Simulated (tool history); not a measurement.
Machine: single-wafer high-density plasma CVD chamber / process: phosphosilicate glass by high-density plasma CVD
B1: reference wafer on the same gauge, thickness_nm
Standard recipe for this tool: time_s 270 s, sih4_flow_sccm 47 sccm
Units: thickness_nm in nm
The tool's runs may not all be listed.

{"run": 1, "hour": 0.0, "time_s": 270, "sih4_flow_sccm": 47, "B1": 1270.871, "thickness_nm": 1057.808}
{"run": 2, "hour": 15.8, "time_s": 270, "sih4_flow_sccm": 49, "B1": 1269.693, "thickness_nm": 1106.476}
{"run": 3, "hour": 28.7, "time_s": 270, "sih4_flow_sccm": 49, "B1": 1270.449, "thickness_nm": 1106.138}
{"run": 4, "hour": 39.0, "time_s": 270, "sih4_flow_sccm": 47, "B1": 1271.301, "thickness_nm": 1061.481}
{"run": 5, "hour": 45.0, "time_s": 270, "sih4_flow_sccm": 47, "B1": 1269.88, "thickness_nm": 1058.639}
{"run": 6, "hour": 62.2, "time_s": 270, "sih4_flow_sccm": 47, "B1": 1269.972, "thickness_nm": 1069.446}
{"run": 7, "hour": 80.9, "time_s": 270, "sih4_flow_sccm": 52, "B1": 1269.903, "thickness_nm": 1167.807}
{"run": 8, "hour": 90.3, "time_s": 292, "sih4_flow_sccm": 47, "B1": 1269.818, "thickness_nm": 1150.271}
{"run": 9, "hour": 107.7, "time_s": 258, "sih4_flow_sccm": 47, "B1": 1271.532, "thickness_nm": 1011.15}
{"run": 10, "hour": 123.7, "time_s": 258, "sih4_flow_sccm": 47, "B1": 1271.005, "thickness_nm": 1005.652}
{"run": 11, "hour": 138.5, "time_s": 270, "sih4_flow_sccm": 53, "B1": 1269.06, "thickness_nm": 1196.915}
{"run": 12, "hour": 148.5, "time_s": 270, "sih4_flow_sccm": 53, "B1": 1270.209, "thickness_nm": 1186.701}
{"run": 13, "hour": 161.7, "time_s": 270, "sih4_flow_sccm": 53, "B1": 1269.847, "thickness_nm": 1188.254}
{"run": 14, "hour": 173.2, "time_s": 270, "sih4_flow_sccm": 47, "B1": 1271.097, "thickness_nm": 1056.301}
{"run": 15, "hour": 195.9, "time_s": 270, "sih4_flow_sccm": 47, "B1": 1269.643, "thickness_nm": 1053.447}
{"run": 16, "hour": 203.8, "time_s": 303, "sih4_flow_sccm": 52, "B1": 1270.036, "thickness_nm": 1309.855}
{"run": 17, "hour": 247.9, "time_s": 270, "sih4_flow_sccm": 47, "B1": 1270.659, "thickness_nm": 1049.284}
{"run": 18, "hour": 257.1, "time_s": 270, "sih4_flow_sccm": 47, "B1": 1269.179, "thickness_nm": 1046.911}
{"run": 19, "hour": 271.3, "time_s": 270, "sih4_flow_sccm": 47, "B1": 1271.273, "thickness_nm": 1046.757}
{"run": 20, "hour": 279.4, "time_s": 270, "sih4_flow_sccm": 47, "B1": 1270.559, "thickness_nm": 1046.284}
{"run": 21, "hour": 292.6, "time_s": 253, "sih4_flow_sccm": 52, "B1": 1268.562, "thickness_nm": 1090.819}
{"run": 22, "hour": 309.7, "time_s": 287, "sih4_flow_sccm": 51, "B1": 1271.679, "thickness_nm": 1209.722}
{"run": 23, "hour": 324.2, "time_s": 217, "sih4_flow_sccm": 47, "B1": 1270.586, "thickness_nm": 842.01}
{"hour": 339.9, "done": "silane flow controller replaced"}
{"run": 24, "hour": 340.4, "time_s": 246, "sih4_flow_sccm": 47, "B1": 1270.163, "thickness_nm": 1018.53}
{"hour": 346.0, "done": "gauge calibrated"}
{"run": 25, "hour": 366.2, "time_s": 293, "sih4_flow_sccm": 47, "B1": 1270.162, "thickness_nm": 1209.87}
{"run": 26, "hour": 374.5, "time_s": 253, "sih4_flow_sccm": 52, "B1": 1270.645, "thickness_nm": 1161.193}
{"run": 27, "hour": 399.5, "time_s": 311, "sih4_flow_sccm": 54, "B1": 1269.389, "thickness_nm": 1470.711}
{"run": 28, "hour": 409.3, "time_s": 316, "sih4_flow_sccm": 52, "B1": 1269.345, "thickness_nm": 1442.806}
{"run": 29, "hour": 424.0, "time_s": 270, "sih4_flow_sccm": 47, "B1": 1269.884, "thickness_nm": 1121.656}
{"run": 30, "hour": 432.5, "time_s": 270, "sih4_flow_sccm": 47, "B1": 1270.036, "thickness_nm": 1118.595}
{"run": 31, "hour": 448.2, "time_s": 298, "sih4_flow_sccm": 42, "B1": 1269.451, "thickness_nm": 1098.795}
{"run": 32, "hour": 462.0, "time_s": 247, "sih4_flow_sccm": 55, "B1": 1269.992, "thickness_nm": 1194.325}
{"run": 33, "hour": 479.9, "time_s": 270, "sih4_flow_sccm": 47, "B1": 1270.024, "thickness_nm": 1112.497}
{"run": 34, "hour": 493.1, "time_s": 270, "sih4_flow_sccm": 47, "B1": 1269.912, "thickness_nm": 1116.339}
{"run": 35, "hour": 500.3, "time_s": 287, "sih4_flow_sccm": 51, "B1": 1269.386, "thickness_nm": 1282.637}
{"run": 36, "hour": 516.6, "time_s": 270, "sih4_flow_sccm": 47, "B1": 1270.434, "thickness_nm": 1108.178}
{"run": 37, "hour": 532.7, "time_s": 233, "sih4_flow_sccm": 54, "B1": 1270.393, "thickness_nm": 1099.278}
{"run": 38, "hour": 539.8, "time_s": 250, "sih4_flow_sccm": 50, "B1": 1270.504, "thickness_nm": 1097.322}
{"run": 39, "hour": 557.4, "time_s": 230, "sih4_flow_sccm": 52, "B1": 1269.097, "thickness_nm": 1043.946}
{"run": 40, "hour": 565.4, "time_s": 220, "sih4_flow_sccm": 40, "B1": 1269.96, "thickness_nm": 773.461}
{"run": 41, "hour": 573.2, "time_s": 270, "sih4_flow_sccm": 47, "B1": 1271.59, "thickness_nm": 1117.939}

4 ways to go on from here, each from the tool as it stands after run 41. What would each give?
{"run": "A", "hour": 573.7, "time_s": 270, "sih4_flow_sccm": 38, "B1": "?", "thickness_nm": "?"}
{"run": "B", "hour": 573.7, "time_s": 229, "sih4_flow_sccm": 56, "B1": "?", "thickness_nm": "?"}
{"run": "C", "hour": 573.7, "time_s": 253, "sih4_flow_sccm": 38, "B1": "?", "thickness_nm": "?"}
{"run": "D", "hour": 573.7, "time_s": 297, "sih4_flow_sccm": 55, "B1": "?", "thickness_nm": "?"}

run=A B1=1268.229 thickness_nm=897.069
run=B B1=1268.229 thickness_nm=1121.249
run=C B1=1268.229 thickness_nm=840.587
run=D B1=1268.229 thickness_nm=1428.229
Take away the tool's hidden state, keep each run's random variation, and the runs would have read:
run=A thickness_nm=904.289
run=B thickness_nm=1130.273
run=C thickness_nm=847.353
run=D thickness_nm=1439.724
